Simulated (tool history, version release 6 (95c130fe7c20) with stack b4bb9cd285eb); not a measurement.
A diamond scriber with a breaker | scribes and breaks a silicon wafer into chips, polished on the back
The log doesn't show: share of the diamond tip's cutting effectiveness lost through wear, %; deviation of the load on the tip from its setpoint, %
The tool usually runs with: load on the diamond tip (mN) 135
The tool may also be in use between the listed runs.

| run | hour | load on the diamond tip (mN) | wafers since the last listed run | hours since the diamond tip was replaced | hours since the load on the tip was calibrated | incoming depth of the damage left on the back of the incoming wafer, um | depth of the median crack under the scribed line (µm) | chips rejected at inspection after the break (%) |
|---|---|---|---|---|---|---|---|---|
| 1 | 0 | 135 | 0 | 891.3 | 590.9 | 0.01 | 9.04 | 2.47 |
| 2 | 13.7 | 106 | 29 | 905 | 604.6 | 0.03 | 7.68 | 5.14 |
| 3 | 21.8 | 106 | 17 | 913.1 | 612.7 | 0.01 | 7.65 | 4.8 |
| 4 | 31.8 | 106 | 21 | 923.1 | 622.7 | 0.04 | 7.59 | 5.02 |
| 5 | 39 | 135 | 15 | 930.3 | 629.9 | 0.01 | 9.24 | 2.64 |
| 6 | 54 | 145 | 32 | 945.3 | 644.9 | 0.04 | 9.62 | 7.12 |
| 7 | 104 | 145 | 108 | 995.3 | 694.9 | 0.02 | 9.56 | 7.47 |
|  | 106.3 | diamond tip replaced by a new one |
| 8 | 120.5 | 135 | 31 | 14.2 | 711.4 | 0.05 | 9.31 | 3.14 |
| 9 | 141.7 | 135 | 45 | 35.4 | 732.6 | 0.03 | 9.16 | 3.48 |
| 10 | 157.2 | 135 | 33 | 50.9 | 748.1 | 0.03 | 9.25 | 3.54 |
| 11 | 174.9 | 135 | 38 | 68.6 | 765.8 | 0.05 | 9.27 | 3.58 |
| 12 | 184.7 | 108 | 21 | 78.4 | 775.6 | 0.02 | 7.85 | 2.64 |
|  | 192.2 | load on the tip recalibrated |
| 13 | 194.9 | 146 | 17 | 88.6 | 2.7 | 0.03 | 8.88 | 2.74 |
| 14 | 208.2 | 117 | 28 | 101.9 | 16 | 0.01 | 7.57 | 3.41 |
| 15 | 222.5 | 135 | 30 | 116.2 | 30.3 | 0.03 | 8.51 | 0.67 |
| 16 | 230.2 | 149 | 16 | 123.9 | 38 | 0.03 | 9.33 | 4.1 |
| 17 | 244.6 | 135 | 31 | 138.3 | 52.4 | 0.02 | 8.62 | 0.72 |
| 18 | 250.9 | 105 | 13 | 144.6 | 58.7 | 0.03 | 7.2 | 10.04 |
| 19 | 268.4 | 123 | 37 | 162.1 | 76.2 | 0.01 | 8.07 | 1.17 |
| 20 | 281.2 | 98 | 27 | 174.9 | 89 | 0.02 | 6.84 | 16.08 |
| 21 | 294.5 | 135 | 28 | 188.2 | 102.3 | 0.03 | 8.78 | 0.84 |
| 22 | 310.5 | 115 | 34 | 204.2 | 118.3 | 0.03 | 7.76 | 3.49 |
| 23 | 318.4 | 107 | 17 | 212.1 | 126.2 | 0.04 | 7.3 | 7.28 |

Give the tool's hidden conditions for every run:
share of the diamond tip's cutting effectiveness lost through wear, %: 0 on each run
H1: deviation of the load on the tip from its setpoint, %
| run | H1 |
|---|---|
| 1 | 10.1 |
| 2 | 10.3 |
| 3 | 10.5 |
| 4 | 10.7 |
| 5 | 10.8 |
| 6 | 11.1 |
| 7 | 12 |
| 8 | 12.3 |
| 9 | 12.6 |
| 10 | 12.9 |
| 11 | 13.2 |
| 12 | 13.4 |
| 13 | 2.49 |
| 14 | 2.73 |
| 15 | 2.99 |
| 16 | 3.13 |
| 17 | 3.39 |
| 18 | 3.5 |
| 19 | 3.82 |
| 20 | 4.05 |
| 21 | 4.29 |
| 22 | 4.58 |
| 23 | 4.72 |
